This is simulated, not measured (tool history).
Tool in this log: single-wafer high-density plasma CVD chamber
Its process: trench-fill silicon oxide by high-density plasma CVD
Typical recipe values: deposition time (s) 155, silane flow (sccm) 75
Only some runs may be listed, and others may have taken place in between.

run,hour,deposition time (s),silane flow (sccm),"read-back reference wafer on the same gauge, thickness_nm",mean film thickness on the monitor wafer (Å)
1,0.0,155,75,1250.051,10879.99
2,46.1,155,75,1250.666,10777.94
3,143.3,155,71,1249.960,10266.71
4,200.2,155,75,1251.506,10787.94
5,432.2,155,75,1249.077,10741.95
# hour 609.0: gauge calibrated
6,678.1,155,75,1249.194,10675.48
7,762.2,172,75,1250.477,11788.50
8,825.3,172,75,1249.677,11705.67
9,930.1,130,75,1251.110,8947.79
10,990.2,155,75,1250.149,10511.04
# hour 1011.5: silane flow controller replaced
11,1036.6,183,69,1249.035,12168.17
12,1077.3,169,82,1249.810,13375.19

Run 13 is up next; what results do you expect?
13,1128.1,166,66,?,?

{"run 13": {"read-back reference wafer on the same gauge, thickness_nm": 1247.962, "mean film thickness on the monitor wafer (Å)": 10582.28}}
Had the tool carried no hidden state, the very same run would have given mean film thickness on the monitor wafer (Å) 10609.05.
